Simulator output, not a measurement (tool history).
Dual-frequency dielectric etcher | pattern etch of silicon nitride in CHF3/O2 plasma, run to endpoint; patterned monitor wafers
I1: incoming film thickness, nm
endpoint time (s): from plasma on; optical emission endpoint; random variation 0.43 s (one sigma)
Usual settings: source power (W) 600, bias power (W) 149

run 1 hour=0.0 | source_power_(W)=600 bias_power_(W)=149 | I1=75.2 | endpoint_time_(s)=56.2
run 2 hour=36.3 | source_power_(W)=600 bias_power_(W)=149 | I1=75.3 | endpoint_time_(s)=55.7
run 3 hour=70.2 | source_power_(W)=600 bias_power_(W)=149 | I1=74.3 | endpoint_time_(s)=54.7
run 4 hour=130.4 | source_power_(W)=600 bias_power_(W)=149 | I1=74.6 | endpoint_time_(s)=55.5
run 5 hour=176.3 | source_power_(W)=600 bias_power_(W)=149 | I1=75.1 | endpoint_time_(s)=56.2
run 6 hour=200.7 | source_power_(W)=600 bias_power_(W)=149 | I1=75.0 | endpoint_time_(s)=56.0
run 7 hour=238.4 | source_power_(W)=600 bias_power_(W)=134 | I1=75.2 | endpoint_time_(s)=59.4
-- hour=277.2 wet clean of the chamber
run 8 hour=277.7 | source_power_(W)=670 bias_power_(W)=178 | I1=74.9 | endpoint_time_(s)=47.6
run 9 hour=336.5 | source_power_(W)=670 bias_power_(W)=178 | I1=75.9 | endpoint_time_(s)=47.8
run 10 hour=405.1 | source_power_(W)=670 bias_power_(W)=178 | I1=75.3 | endpoint_time_(s)=48.2
run 11 hour=451.9 | source_power_(W)=600 bias_power_(W)=133 | I1=75.3 | endpoint_time_(s)=59.8
run 12 hour=500.3 | source_power_(W)=600 bias_power_(W)=133 | I1=75.4 | endpoint_time_(s)=59.6
run 13 hour=549.0 | source_power_(W)=600 bias_power_(W)=133 | I1=74.8 | endpoint_time_(s)=59.4
run 14 hour=593.6 | source_power_(W)=600 bias_power_(W)=149 | I1=75.4 | endpoint_time_(s)=56.0
-- hour=637.3 wet clean of the chamber
run 15 hour=641.4 | source_power_(W)=560 bias_power_(W)=174 | I1=74.8 | endpoint_time_(s)=53.8
run 16 hour=691.0 | source_power_(W)=600 bias_power_(W)=149 | I1=75.6 | endpoint_time_(s)=56.3
-- hour=746.5 upper electrode replaced
run 17 hour=747.0 | source_power_(W)=600 bias_power_(W)=149 | I1=74.7 | endpoint_time_(s)=55.4
run 18 hour=780.5 | source_power_(W)=480 bias_power_(W)=128 | I1=76.0 | endpoint_time_(s)=70.9
run 19 hour=835.1 | source_power_(W)=690 bias_power_(W)=170 | I1=75.3 | endpoint_time_(s)=48.2
-- hour=900.5 source power generator calibrated
run 20 hour=900.9 | source_power_(W)=540 bias_power_(W)=149 | I1=75.2 | endpoint_time_(s)=59.5
-- hour=918.6 bias power generator calibrated
-- hour=941.5 wet clean of the chamber
run 21 hour=975.1 | source_power_(W)=600 bias_power_(W)=133 | I1=75.2 | endpoint_time_(s)=59.8
run 22 hour=1022.8 | source_power_(W)=680 bias_power_(W)=149 | I1=75.1 | endpoint_time_(s)=51.6
run 23 hour=1049.7 | source_power_(W)=670 bias_power_(W)=178 | I1=74.8 | endpoint_time_(s)=47.0
run 24 hour=1107.8 | source_power_(W)=480 bias_power_(W)=164 | I1=74.5 | endpoint_time_(s)=61.8
run 25 hour=1157.9 | source_power_(W)=500 bias_power_(W)=161 | I1=75.5 | endpoint_time_(s)=60.8
run 26 hour=1195.8 | source_power_(W)=560 bias_power_(W)=178 | I1=74.9 | endpoint_time_(s)=53.9
-- hour=1246.6 wet clean of the chamber
run 27 hour=1247.1 | source_power_(W)=510 bias_power_(W)=130 | I1=74.6 | endpoint_time_(s)=64.9
run 28 hour=1286.5 | source_power_(W)=510 bias_power_(W)=126 | I1=75.5 | endpoint_time_(s)=68.3
run 29 hour=1348.6 | source_power_(W)=480 bias_power_(W)=149 | I1=74.9 | endpoint_time_(s)=64.1

4 ways to go on from here, each from the tool as it stands after run 29. What would each give?
run A hour=1349.0 | source_power_(W)=600 bias_power_(W)=149 | I1=75.0 | endpoint_time_(s)=?
run B hour=1349.0 | source_power_(W)=470 bias_power_(W)=126 | I1=75.0 | endpoint_time_(s)=?
run C hour=1349.0 | source_power_(W)=660 bias_power_(W)=180 | I1=75.0 | endpoint_time_(s)=?
run D hour=1349.0 | source_power_(W)=650 bias_power_(W)=164 | I1=75.0 | endpoint_time_(s)=?

run=A endpoint_time_(s)=55.6
run=B endpoint_time_(s)=71.6
run=C endpoint_time_(s)=47.9
run=D endpoint_time_(s)=50.6
Without the tool's hidden state the same runs would have given:
run=A endpoint_time_(s)=55.6
run=B endpoint_time_(s)=71.6
run=C endpoint_time_(s)=47.9
run=D endpoint_time_(s)=50.6
